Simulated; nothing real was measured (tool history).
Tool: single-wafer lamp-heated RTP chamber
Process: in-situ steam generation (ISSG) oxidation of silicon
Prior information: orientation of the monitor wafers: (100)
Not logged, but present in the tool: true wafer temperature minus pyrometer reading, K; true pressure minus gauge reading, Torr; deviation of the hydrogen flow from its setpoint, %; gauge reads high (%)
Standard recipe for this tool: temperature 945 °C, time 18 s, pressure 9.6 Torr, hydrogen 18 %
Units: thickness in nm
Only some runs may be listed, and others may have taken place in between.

run	hour	temperature	time	pressure	hydrogen	wafers since the last listed run	wafers since the last pyrometer calibration	hours since the pressure gauge was zeroed	hours since the hydrogen flow controller was replaced	hours since the gauge calibration	read-back reference wafer on the same gauge, thickness	thickness
1	0	935	18	9.6	26	0	1299	1104.4	3719.6	484.7	4.663	4.629
2	85.4	935	18	9.6	26	979	2278	1189.8	3805	570.1	4.657	4.681
# hour 127.9: pyrometer window cleaned and pyrometer calibrated
3	166.7	945	18	9.6	18	840	445	1271.1	3886.3	651.4	4.663	4.369
4	214.7	945	18	9.6	18	550	995	1319.1	3934.3	699.4	4.671	4.43
5	291.4	945	18	9.6	18	879	1874	1395.8	4011	776.1	4.658	4.411
6	347.3	945	18	9.6	18	640	2515	1451.7	4066.9	832	4.665	4.485
# hour 377.6: gauge calibrated
# hour 387.9: pyrometer window cleaned and pyrometer calibrated
7	413.4	945	18	9.6	18	666	292	1517.8	4133	35.8	4.653	4.35
8	471.7	945	18	9.6	18	668	960	1576.1	4191.3	94.1	4.656	4.375
# hour 523.2: hydrogen flow controller replaced
9	537.1	945	18	9.6	18	658	1618	1641.5	13.9	159.5	4.66	4.392
# hour 595.1: pyrometer window cleaned and pyrometer calibrated
10	600.5	961	16	10	18	635	61	1704.9	77.3	222.9	4.658	4.352
# hour 685.1: pressure gauge zeroed
11	688.3	945	16	9	18	914	976	3.2	165.1	310.7	4.665	4.257
12	780.9	938	20	9.6	18	1061	2038	95.8	257.7	403.3	4.664	4.571
13	825.5	945	18	10.2	11	511	2549	140.4	302.3	447.9	4.658	4.029
# hour 852.5: pyrometer window cleaned and pyrometer calibrated
14	919	931	18	9.6	26	980	762	233.9	395.8	541.4	4.659	4.587
15	987.7	953	18	10.2	18	787	1549	302.6	464.5	610.1	4.669	4.479
16	1037.8	945	20	9.6	22	574	2124	352.7	514.6	660.2	4.658	4.9

The tool's hidden state at each run:
true pressure minus gauge reading, Torr: 0 across all the runs
deviation of the hydrogen flow from its setpoint, %: 0 across all the runs
gauge reads high (%): 0 across all the runs
H1: true wafer temperature minus pyrometer reading, K
run	H1
1	5.09
2	8.86
3	1.8
4	3.92
5	7.3
6	9.76
7	1.54
8	4.11
9	6.99
10	3.27
11	7.14
12	11.2
13	13.2
14	3.97
15	7
16	9.2

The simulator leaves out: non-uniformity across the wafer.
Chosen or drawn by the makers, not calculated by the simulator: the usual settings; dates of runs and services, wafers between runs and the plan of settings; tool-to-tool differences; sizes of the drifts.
